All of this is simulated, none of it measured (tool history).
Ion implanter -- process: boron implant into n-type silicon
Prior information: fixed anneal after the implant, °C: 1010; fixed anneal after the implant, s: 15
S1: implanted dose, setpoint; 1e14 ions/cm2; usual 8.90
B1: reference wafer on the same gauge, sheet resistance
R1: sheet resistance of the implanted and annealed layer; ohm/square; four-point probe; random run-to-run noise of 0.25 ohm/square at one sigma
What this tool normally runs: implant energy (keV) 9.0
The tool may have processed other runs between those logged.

run 1 hour=0.0 | S1=8.90 implant_energy_(keV)=9.0 | B1=188.93 | R1=168.59
run 2 hour=7.6 | S1=8.90 implant_energy_(keV)=9.0 | B1=188.91 | R1=168.72
run 3 hour=53.1 | S1=8.90 implant_energy_(keV)=9.0 | B1=188.78 | R1=168.43
run 4 hour=67.7 | S1=8.90 implant_energy_(keV)=9.0 | B1=188.74 | R1=168.56
-- hour=86.5 Faraday cup replaced and dose calibrated
run 5 hour=87.0 | S1=8.90 implant_energy_(keV)=9.0 | B1=188.49 | R1=167.94
run 6 hour=92.9 | S1=8.90 implant_energy_(keV)=9.0 | B1=188.29 | R1=167.86
run 7 hour=110.2 | S1=10.90 implant_energy_(keV)=9.0 | B1=188.27 | R1=148.23
-- hour=113.5 gauge calibrated
run 8 hour=120.1 | S1=10.90 implant_energy_(keV)=9.0 | B1=188.88 | R1=148.90
run 9 hour=126.9 | S1=8.90 implant_energy_(keV)=9.0 | B1=188.97 | R1=168.38
run 10 hour=135.2 | S1=10.47 implant_energy_(keV)=9.0 | B1=188.91 | R1=152.56
run 11 hour=151.2 | S1=6.23 implant_energy_(keV)=6.0 | B1=189.06 | R1=233.16
run 12 hour=160.2 | S1=8.90 implant_energy_(keV)=6.5 | B1=188.89 | R1=182.31
-- hour=168.4 extraction supply calibrated
run 13 hour=168.9 | S1=8.90 implant_energy_(keV)=9.0 | B1=188.85 | R1=168.21
run 14 hour=176.8 | S1=8.90 implant_energy_(keV)=9.0 | B1=188.90 | R1=168.35
run 15 hour=190.7 | S1=8.90 implant_energy_(keV)=10.5 | B1=188.78 | R1=163.31
run 16 hour=205.6 | S1=6.70 implant_energy_(keV)=6.0 | B1=188.47 | R1=221.55
run 17 hour=216.0 | S1=11.36 implant_energy_(keV)=7.0 | B1=188.49 | R1=157.42

Branching from run 17: 3 alternative next runs. What would each branch give?
run A hour=216.4 | S1=8.90 implant_energy_(keV)=9.0 | B1=? | R1=?
run B hour=216.4 | S1=11.12 implant_energy_(keV)=11.5 | B1=? | R1=?
run C hour=216.4 | S1=7.92 implant_energy_(keV)=9.0 | B1=? | R1=?

run=A B1=188.31 R1=168.50
run=B B1=188.31 R1=138.23
run=C B1=188.31 R1=182.73
The same runs, with their run-to-run variation unchanged, on a tool lacking any hidden condition would have given:
run=A R1=169.04
run=B R1=138.67
run=C R1=183.33
